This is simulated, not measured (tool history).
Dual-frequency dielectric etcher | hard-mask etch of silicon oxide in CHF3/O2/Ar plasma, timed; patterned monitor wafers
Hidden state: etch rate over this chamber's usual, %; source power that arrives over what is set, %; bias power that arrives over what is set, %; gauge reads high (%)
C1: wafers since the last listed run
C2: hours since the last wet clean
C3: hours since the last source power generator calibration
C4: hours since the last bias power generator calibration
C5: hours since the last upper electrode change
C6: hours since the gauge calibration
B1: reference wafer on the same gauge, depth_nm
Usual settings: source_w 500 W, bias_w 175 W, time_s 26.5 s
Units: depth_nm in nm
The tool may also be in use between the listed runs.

Run 1, day 0.000: usual settings but source_w 530 W; C1 0; C2 361.2; C3 2168.5; C4 276.6; C5 5009.1; C6 711.4; B1 38.33. Result: depth_nm 42.31 nm.
Run 2, day 4.188: usual settings but source_w 530 W; C1 1915; C2 461.7; C3 2269.0; C4 377.1; C5 5109.6; C6 811.9; B1 38.31. Result: depth_nm 42.00 nm.
At day 6.542: wet clean of the chamber.
Run 3, day 8.079: usual settings; C1 1322; C2 36.9; C3 2362.4; C4 470.5; C5 5203.0; C6 905.3; B1 38.32. Result: depth_nm 41.79 nm.
Run 4, day 9.996: usual settings but bias_w 153 W; C1 876; C2 82.9; C3 2408.4; C4 516.5; C5 5249.0; C6 951.3; B1 38.33. Result: depth_nm 38.83 nm.
Run 5, day 13.692: usual settings but bias_w 160 W; C1 1690; C2 171.6; C3 2497.1; C4 605.2; C5 5337.7; C6 1040.0; B1 38.30. Result: depth_nm 39.57 nm.
Run 6, day 15.758: usual settings; C1 945; C2 221.2; C3 2546.7; C4 654.8; C5 5387.3; C6 1089.6; B1 38.36. Result: depth_nm 41.48 nm.
Run 7, day 19.542: usual settings; C1 1730; C2 312.0; C3 2637.5; C4 745.6; C5 5478.1; C6 1180.4; B1 38.27. Result: depth_nm 41.26 nm.
Run 8, day 22.804: usual settings; C1 1492; C2 390.3; C3 2715.8; C4 823.9; C5 5556.4; C6 1258.7; B1 38.28. Result: depth_nm 41.19 nm.
At day 24.558: wet clean of the chamber.
Run 9, day 26.658: usual settings but bias_w 152 W; C1 1305; C2 50.4; C3 2808.3; C4 916.4; C5 5648.9; C6 1351.2; B1 38.30. Result: depth_nm 38.69 nm.
Run 10, day 29.358: usual settings but bias_w 152 W; C1 1235; C2 115.2; C3 2873.1; C4 981.2; C5 5713.7; C6 1416.0; B1 38.31. Result: depth_nm 38.55 nm.
Run 11, day 33.738: usual settings but bias_w 152 W; C1 2003; C2 220.3; C3 2978.2; C4 1086.3; C5 5818.8; C6 1521.1; B1 38.26. Result: depth_nm 38.55 nm.
Run 12, day 35.646: usual settings; C1 872; C2 266.1; C3 3024.0; C4 1132.1; C5 5864.6; C6 1566.9; B1 38.34. Result: depth_nm 41.32 nm.
At day 37.208: source power generator calibrated.
Run 13, day 38.608: usual settings but source_w 460 W; C1 1278; C2 337.2; C3 33.6; C4 1203.2; C5 5935.7; C6 1638.0; B1 38.30. Result: depth_nm 39.40 nm.
At day 42.571: upper electrode replaced.
Run 14, day 42.592: usual settings but source_w 410 W, bias_w 142 W; C1 1364; C2 432.8; C3 129.2; C4 1298.8; C5 0.5; C6 1733.6; B1 38.31. Result: depth_nm 32.97 nm.
At day 44.288: gauge calibrated.
At day 46.271: wet clean of the chamber.
Run 15, day 46.292: usual settings but source_w 460 W, time_s 34.0 s; C1 1235; C2 0.5; C3 218.0; C4 1387.6; C5 89.3; C6 48.1; B1 38.30. Result: depth_nm 51.38 nm.
At day 48.596: bias power generator calibrated.
Run 16, day 49.475: usual settings but bias_w 189 W, time_s 18.5 s; C1 1379; C2 76.9; C3 294.4; C4 21.1; C5 165.7; C6 124.5; B1 38.30. Result: depth_nm 30.25 nm.
Run 17, day 52.129: usual settings; C1 1214; C2 140.6; C3 358.1; C4 84.8; C5 229.4; C6 188.2; B1 38.30. Result: depth_nm 41.62 nm.
Run 18, day 55.200: usual settings but bias_w 189 W, time_s 18.5 s; C1 1404; C2 214.3; C3 431.8; C4 158.5; C5 303.1; C6 261.9; B1 38.29. Result: depth_nm 30.01 nm.
Run 19, day 57.467: usual settings; C1 1036; C2 268.7; C3 486.2; C4 212.9; C5 357.5; C6 316.3; B1 38.33. Result: depth_nm 41.55 nm.
Run 20, day 59.167: usual settings but source_w 430 W, bias_w 137 W, time_s 20.5 s; C1 777; C2 309.5; C3 527.0; C4 253.7; C5 398.3; C6 357.1; B1 38.30. Result: depth_nm 25.74 nm.
Run 21, day 63.196: usual settings but source_w 540 W, bias_w 158 W, time_s 34.0 s; C1 1843; C2 406.2; C3 623.7; C4 350.4; C5 495.0; C6 453.8; B1 38.31. Result: depth_nm 51.71 nm.
At day 64.879: wet clean of the chamber.
Run 22, day 64.904: usual settings but time_s 21.5 s; C1 324; C2 0.6; C3 664.7; C4 391.4; C5 536.0; C6 494.8; B1 38.26. Result: depth_nm 33.78 nm.
Run 23, day 67.362: usual settings but source_w 600 W; C1 1124; C2 59.6; C3 723.7; C4 450.4; C5 595.0; C6 553.8; B1 38.31. Result: depth_nm 45.63 nm.
Run 24, day 71.467: usual settings but source_w 440 W, bias_w 201 W, time_s 33.0 s; C1 1877; C2 158.1; C3 822.2; C4 548.9; C5 693.5; C6 652.3; B1 38.31. Result: depth_nm 52.16 nm.

5 ways to go on from here, each from the tool as it stands after run 24. What would each give?
Run A, day 71.483: usual settings; C1 7; C2 158.5; C3 822.6; C4 549.3; C5 693.9; C6 652.7; B1 ?. Result: depth_nm ?.
Run B, day 71.483: usual settings but source_w 390 W, time_s 32.5 s; C1 7; C2 158.5; C3 822.6; C4 549.3; C5 693.9; C6 652.7; B1 ?. Result: depth_nm ?.
Run C, day 71.483: usual settings but bias_w 146 W; C1 7; C2 158.5; C3 822.6; C4 549.3; C5 693.9; C6 652.7; B1 ?. Result: depth_nm ?.
Run D, day 71.483: usual settings but source_w 410 W, bias_w 162 W, time_s 31.5 s; C1 7; C2 158.5; C3 822.6; C4 549.3; C5 693.9; C6 652.7; B1 ?. Result: depth_nm ?.
Run E, day 71.483: usual settings but bias_w 154 W; C1 7; C2 158.5; C3 822.6; C4 549.3; C5 693.9; C6 652.7; B1 ?. Result: depth_nm ?.

run     B1  depth_nm
  A  38.31     41.39
  B  38.31     44.42
  C  38.31     37.51
  D  38.31     42.45
  E  38.31     38.64
Without the tool's hidden state the same runs would have given:
run  depth_nm
  A     41.64
  B     44.69
  C     37.74
  D     42.71
  E     38.87
